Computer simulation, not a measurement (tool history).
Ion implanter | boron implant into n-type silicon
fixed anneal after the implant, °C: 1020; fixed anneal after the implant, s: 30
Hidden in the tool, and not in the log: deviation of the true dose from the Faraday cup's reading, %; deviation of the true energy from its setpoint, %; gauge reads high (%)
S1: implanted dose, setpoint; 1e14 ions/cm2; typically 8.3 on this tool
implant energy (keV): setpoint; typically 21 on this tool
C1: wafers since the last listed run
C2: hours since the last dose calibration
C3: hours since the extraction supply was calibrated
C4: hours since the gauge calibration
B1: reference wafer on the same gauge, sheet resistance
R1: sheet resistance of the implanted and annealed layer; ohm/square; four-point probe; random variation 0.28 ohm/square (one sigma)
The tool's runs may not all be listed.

{"run": 1, "hour": 0.0, "S1": 8.3, "implant energy (keV)": 22.5, "C1": 0, "C2": 1396.5, "C3": 2368.9, "C4": 505.8, "B1": 133.93, "R1": 130.85}
{"run": 2, "hour": 16.8, "S1": 8.3, "implant energy (keV)": 22.5, "C1": 475, "C2": 1413.3, "C3": 2385.7, "C4": 522.6, "B1": 133.95, "R1": 130.29}
{"run": 3, "hour": 39.3, "S1": 8.3, "implant energy (keV)": 22.5, "C1": 636, "C2": 1435.8, "C3": 2408.2, "C4": 545.1, "B1": 134.07, "R1": 130.69}
{"run": 4, "hour": 55.6, "S1": 8.3, "implant energy (keV)": 21, "C1": 460, "C2": 1452.1, "C3": 2424.5, "C4": 561.4, "B1": 134.02, "R1": 131.14}
{"run": 5, "hour": 85.9, "S1": 8.3, "implant energy (keV)": 21, "C1": 856, "C2": 1482.4, "C3": 2454.8, "C4": 591.7, "B1": 134.03, "R1": 131.13}
{"run": 6, "hour": 105.9, "S1": 8.3, "implant energy (keV)": 21, "C1": 565, "C2": 1502.4, "C3": 2474.8, "C4": 611.7, "B1": 134.06, "R1": 131.1}
{"run": 7, "hour": 129.2, "S1": 8.3, "implant energy (keV)": 26.5, "C1": 658, "C2": 1525.7, "C3": 2498.1, "C4": 635, "B1": 133.97, "R1": 128.75}
{"run": 8, "hour": 147.6, "S1": 8.3, "implant energy (keV)": 17, "C1": 520, "C2": 1544.1, "C3": 2516.5, "C4": 653.4, "B1": 134.01, "R1": 133.78}
{"run": 9, "hour": 173.1, "S1": 8.3, "implant energy (keV)": 17, "C1": 721, "C2": 1569.6, "C3": 2542, "C4": 678.9, "B1": 134.11, "R1": 133.77}
{"run": 10, "hour": 195.3, "S1": 8.3, "implant energy (keV)": 21, "C1": 627, "C2": 1591.8, "C3": 2564.2, "C4": 701.1, "B1": 133.93, "R1": 130.72}
{"run": 11, "hour": 237.4, "S1": 8.3, "implant energy (keV)": 21, "C1": 1190, "C2": 1633.9, "C3": 2606.3, "C4": 743.2, "B1": 134.01, "R1": 131.16}
{"run": 12, "hour": 263.5, "S1": 8.3, "implant energy (keV)": 21, "C1": 738, "C2": 1660, "C3": 2632.4, "C4": 769.3, "B1": 134.01, "R1": 131.23}
{"run": 13, "hour": 297.6, "S1": 8.3, "implant energy (keV)": 21, "C1": 964, "C2": 1694.1, "C3": 2666.5, "C4": 803.4, "B1": 133.98, "R1": 131.7}
{"run": 14, "hour": 315.4, "S1": 10, "implant energy (keV)": 14.5, "C1": 503, "C2": 1711.9, "C3": 2684.3, "C4": 821.2, "B1": 134.04, "R1": 116.48}
{"run": 15, "hour": 345.7, "S1": 7.28, "implant energy (keV)": 26.5, "C1": 856, "C2": 1742.2, "C3": 2714.6, "C4": 851.5, "B1": 133.91, "R1": 143.42}
{"hour": 404.0, "done": "extraction supply calibrated"}
{"run": 16, "hour": 446.5, "S1": 6.82, "implant energy (keV)": 26, "C1": 2624, "C2": 1843, "C3": 42.5, "C4": 952.3, "B1": 133.96, "R1": 151.62}
{"run": 17, "hour": 471.6, "S1": 8.3, "implant energy (keV)": 14.5, "C1": 709, "C2": 1868.1, "C3": 67.6, "C4": 977.4, "B1": 133.97, "R1": 135.4}
{"hour": 495.3, "done": "gauge calibrated"}
{"run": 18, "hour": 500.4, "S1": 10.69, "implant energy (keV)": 28, "C1": 814, "C2": 1896.9, "C3": 96.4, "C4": 5.1, "B1": 134.04, "R1": 103.22}
{"run": 19, "hour": 528.4, "S1": 8.3, "implant energy (keV)": 14, "C1": 791, "C2": 1924.9, "C3": 124.4, "C4": 33.1, "B1": 133.93, "R1": 135.8}
{"run": 20, "hour": 614.0, "S1": 8.3, "implant energy (keV)": 24, "C1": 2420, "C2": 2010.5, "C3": 210, "C4": 118.7, "B1": 134.03, "R1": 129.3}
{"run": 21, "hour": 647.2, "S1": 8.3, "implant energy (keV)": 21, "C1": 938, "C2": 2043.7, "C3": 243.2, "C4": 151.9, "B1": 134, "R1": 130.7}
{"run": 22, "hour": 670.4, "S1": 6.71, "implant energy (keV)": 15.5, "C1": 656, "C2": 2066.9, "C3": 266.4, "C4": 175.1, "B1": 133.97, "R1": 161.82}
{"run": 23, "hour": 691.8, "S1": 8.3, "implant energy (keV)": 16.5, "C1": 605, "C2": 2088.3, "C3": 287.8, "C4": 196.5, "B1": 134.09, "R1": 134.25}
{"hour": 700.6, "done": "Faraday cup replaced and dose calibrated"}
{"run": 24, "hour": 710.5, "S1": 8.3, "implant energy (keV)": 27.5, "C1": 302, "C2": 9.9, "C3": 306.5, "C4": 215.2, "B1": 133.97, "R1": 132.11}
{"run": 25, "hour": 732.5, "S1": 9.41, "implant energy (keV)": 17.5, "C1": 622, "C2": 31.9, "C3": 328.5, "C4": 237.2, "B1": 133.96, "R1": 122.59}
{"run": 26, "hour": 761.6, "S1": 9.23, "implant energy (keV)": 21, "C1": 822, "C2": 61, "C3": 357.6, "C4": 266.3, "B1": 134.05, "R1": 122.47}
{"run": 27, "hour": 788.6, "S1": 8.3, "implant energy (keV)": 21, "C1": 763, "C2": 88, "C3": 384.6, "C4": 293.3, "B1": 134.01, "R1": 134.39}
{"run": 28, "hour": 814.6, "S1": 8.3, "implant energy (keV)": 26.5, "C1": 735, "C2": 114, "C3": 410.6, "C4": 319.3, "B1": 133.98, "R1": 131.86}
{"run": 29, "hour": 841.0, "S1": 8.3, "implant energy (keV)": 21, "C1": 746, "C2": 140.4, "C3": 437, "C4": 345.7, "B1": 133.93, "R1": 134.74}
{"run": 30, "hour": 858.3, "S1": 6.63, "implant energy (keV)": 18.5, "C1": 489, "C2": 157.7, "C3": 454.3, "C4": 363, "B1": 134.01, "R1": 165.12}
{"run": 31, "hour": 892.8, "S1": 8.3, "implant energy (keV)": 25, "C1": 975, "C2": 192.2, "C3": 488.8, "C4": 397.5, "B1": 133.88, "R1": 131.78}
{"run": 32, "hour": 909.8, "S1": 9.62, "implant energy (keV)": 16.5, "C1": 480, "C2": 209.2, "C3": 505.8, "C4": 414.5, "B1": 134, "R1": 120.43}
{"run": 33, "hour": 943.6, "S1": 7.32, "implant energy (keV)": 24.5, "C1": 955, "C2": 243, "C3": 539.6, "C4": 448.3, "B1": 133.95, "R1": 146.75}
{"run": 34, "hour": 960.3, "S1": 7.3, "implant energy (keV)": 21, "C1": 472, "C2": 259.7, "C3": 556.3, "C4": 465, "B1": 133.94, "R1": 149.21}
{"run": 35, "hour": 992.2, "S1": 8.3, "implant energy (keV)": 21, "C1": 902, "C2": 291.6, "C3": 588.2, "C4": 496.9, "B1": 134.01, "R1": 133.55}
{"run": 36, "hour": 1074.8, "S1": 8.3, "implant energy (keV)": 21, "C1": 2335, "C2": 374.2, "C3": 670.8, "C4": 579.5, "B1": 133.91, "R1": 133.43}

What the log doesn't show, run by run:
deviation of the true energy from its setpoint, %: 0 in every run
gauge reads high (%): 0 in every run
H1: deviation of the true dose from the Faraday cup's reading, %
run=1 H1=3.85
run=2 H1=3.86
run=3 H1=3.88
run=4 H1=3.89
run=5 H1=3.91
run=6 H1=3.93
run=7 H1=3.95
run=8 H1=3.96
run=9 H1=3.97
run=10 H1=3.99
run=11 H1=4.01
run=12 H1=4.03
run=13 H1=4.05
run=14 H1=4.06
run=15 H1=4.07
run=16 H1=4.12
run=17 H1=4.13
run=18 H1=4.14
run=19 H1=4.15
run=20 H1=4.19
run=21 H1=4.2
run=22 H1=4.2
run=23 H1=4.21
run=24 H1=0.635
run=25 H1=0.768
run=26 H1=0.938
run=27 H1=1.09
run=28 H1=1.23
run=29 H1=1.37
run=30 H1=1.45
run=31 H1=1.62
run=32 H1=1.7
run=33 H1=1.85
run=34 H1=1.92
run=35 H1=2.06
run=36 H1=2.37
